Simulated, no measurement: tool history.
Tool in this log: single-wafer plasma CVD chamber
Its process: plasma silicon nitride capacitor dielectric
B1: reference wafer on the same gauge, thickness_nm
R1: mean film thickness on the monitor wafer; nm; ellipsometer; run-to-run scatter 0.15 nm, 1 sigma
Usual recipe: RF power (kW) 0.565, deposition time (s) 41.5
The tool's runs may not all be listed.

run 1 hour=0 | RF_power_(kW)=0.485 deposition_time_(s)=41.5 | B1=57.165 | R1=57.629
run 2 hour=16.9 | RF_power_(kW)=0.565 deposition_time_(s)=36.1 | B1=57.184 | R1=51.955
run 3 hour=44.7 | RF_power_(kW)=0.565 deposition_time_(s)=36.1 | B1=57.22 | R1=51.947
run 4 hour=70.3 | RF_power_(kW)=0.605 deposition_time_(s)=41.5 | B1=57.193 | R1=60.091
run 5 hour=105.9 | RF_power_(kW)=0.565 deposition_time_(s)=35.9 | B1=57.193 | R1=51.333
run 6 hour=136.8 | RF_power_(kW)=0.565 deposition_time_(s)=35.9 | B1=57.21 | R1=51.559
run 7 hour=169 | RF_power_(kW)=0.565 deposition_time_(s)=35.9 | B1=57.196 | R1=51.302
run 8 hour=202.2 | RF_power_(kW)=0.525 deposition_time_(s)=46.9 | B1=57.232 | R1=66.128
run 9 hour=224.8 | RF_power_(kW)=0.525 deposition_time_(s)=46.9 | B1=57.184 | R1=66.029
run 10 hour=244.9 | RF_power_(kW)=0.565 deposition_time_(s)=41.5 | B1=57.217 | R1=59.269
run 11 hour=262.3 | RF_power_(kW)=0.565 deposition_time_(s)=41.5 | B1=57.206 | R1=59.474
run 12 hour=296.8 | RF_power_(kW)=0.565 deposition_time_(s)=41.5 | B1=57.204 | R1=59.253
run 13 hour=317.7 | RF_power_(kW)=0.565 deposition_time_(s)=41.5 | B1=57.225 | R1=58.876
run 14 hour=340.8 | RF_power_(kW)=0.64 deposition_time_(s)=41.5 | B1=57.202 | R1=60.755
run 15 hour=362.6 | RF_power_(kW)=0.64 deposition_time_(s)=41.5 | B1=57.2 | R1=61.068
run 16 hour=392 | RF_power_(kW)=0.565 deposition_time_(s)=41.5 | B1=57.191 | R1=59.204
run 17 hour=420.8 | RF_power_(kW)=0.565 deposition_time_(s)=41.5 | B1=57.19 | R1=59.351
-- hour=433.5 gauge calibrated
run 18 hour=456.4 | RF_power_(kW)=0.565 deposition_time_(s)=44.5 | B1=57.202 | R1=63.712
run 19 hour=476.4 | RF_power_(kW)=0.635 deposition_time_(s)=41.5 | B1=57.2 | R1=61.062
run 20 hour=507.5 | RF_power_(kW)=0.635 deposition_time_(s)=41.5 | B1=57.212 | R1=60.941
run 21 hour=536.2 | RF_power_(kW)=0.565 deposition_time_(s)=41.5 | B1=57.189 | R1=59.046
run 22 hour=608.3 | RF_power_(kW)=0.525 deposition_time_(s)=46.9 | B1=57.192 | R1=65.913
run 23 hour=639.5 | RF_power_(kW)=0.605 deposition_time_(s)=46.9 | B1=57.208 | R1=67.803
run 24 hour=653 | RF_power_(kW)=0.625 deposition_time_(s)=38.7 | B1=57.197 | R1=56.365
-- hour=687.5 RF generator calibrated
run 25 hour=688 | RF_power_(kW)=0.565 deposition_time_(s)=47.4 | B1=57.231 | R1=68.766
run 26 hour=725.7 | RF_power_(kW)=0.655 deposition_time_(s)=33.3 | B1=57.201 | R1=49.898
-- hour=753.4 showerhead replaced
run 27 hour=753.9 | RF_power_(kW)=0.605 deposition_time_(s)=47 | B1=57.2 | R1=69.13
run 28 hour=822 | RF_power_(kW)=0.565 deposition_time_(s)=41.5 | B1=57.192 | R1=59.78
run 29 hour=838.3 | RF_power_(kW)=0.62 deposition_time_(s)=37.5 | B1=57.192 | R1=55.265
run 30 hour=868.8 | RF_power_(kW)=0.525 deposition_time_(s)=46.9 | B1=57.221 | R1=66.689
run 31 hour=953.7 | RF_power_(kW)=0.565 deposition_time_(s)=41.5 | B1=57.196 | R1=59.516
run 32 hour=969.6 | RF_power_(kW)=0.67 deposition_time_(s)=41.5 | B1=57.2 | R1=62.002
run 33 hour=988.3 | RF_power_(kW)=0.645 deposition_time_(s)=48.5 | B1=57.226 | R1=71.541
run 34 hour=1015 | RF_power_(kW)=0.565 deposition_time_(s)=33.5 | B1=57.215 | R1=47.878
run 35 hour=1040 | RF_power_(kW)=0.475 deposition_time_(s)=41.5 | B1=57.191 | R1=57.147
run 36 hour=1074 | RF_power_(kW)=0.565 deposition_time_(s)=41.5 | B1=57.22 | R1=59.135
run 37 hour=1094.8 | RF_power_(kW)=0.61 deposition_time_(s)=48.6 | B1=57.207 | R1=70.566
run 38 hour=1117.5 | RF_power_(kW)=0.565 deposition_time_(s)=41.5 | B1=57.18 | R1=59.167
run 39 hour=1147.8 | RF_power_(kW)=0.505 deposition_time_(s)=43.8 | B1=57.198 | R1=61.013
run 40 hour=1173 | RF_power_(kW)=0.665 deposition_time_(s)=37.2 | B1=57.164 | R1=55.086
run 41 hour=1199.4 | RF_power_(kW)=0.625 deposition_time_(s)=34.2 | B1=57.211 | R1=49.926
run 42 hour=1217.5 | RF_power_(kW)=0.5 deposition_time_(s)=41.5 | B1=57.208 | R1=57.412
run 43 hour=1250.2 | RF_power_(kW)=0.49 deposition_time_(s)=38.8 | B1=57.2 | R1=53.618
run 44 hour=1280.7 | RF_power_(kW)=0.51 deposition_time_(s)=37.4 | B1=57.212 | R1=52.449
run 45 hour=1311.1 | RF_power_(kW)=0.565 deposition_time_(s)=41.5 | B1=57.188 | R1=59.002

Branching from run 45: 3 alternative next runs. What would each branch give?
run A hour=1311.5 | RF_power_(kW)=0.565 deposition_time_(s)=45.1 | B1=? | R1=?
run B hour=1311.5 | RF_power_(kW)=0.565 deposition_time_(s)=39 | B1=? | R1=?
run C hour=1311.5 | RF_power_(kW)=0.63 deposition_time_(s)=47 | B1=? | R1=?

run=A B1=57.241 R1=64.213
run=B B1=57.241 R1=55.528
run=C B1=57.241 R1=68.598
The same runs, with their run-to-run variation unchanged, on a tool lacking any hidden condition would have given:
run=A R1=65.444
run=B R1=56.593
run=C R1=69.913

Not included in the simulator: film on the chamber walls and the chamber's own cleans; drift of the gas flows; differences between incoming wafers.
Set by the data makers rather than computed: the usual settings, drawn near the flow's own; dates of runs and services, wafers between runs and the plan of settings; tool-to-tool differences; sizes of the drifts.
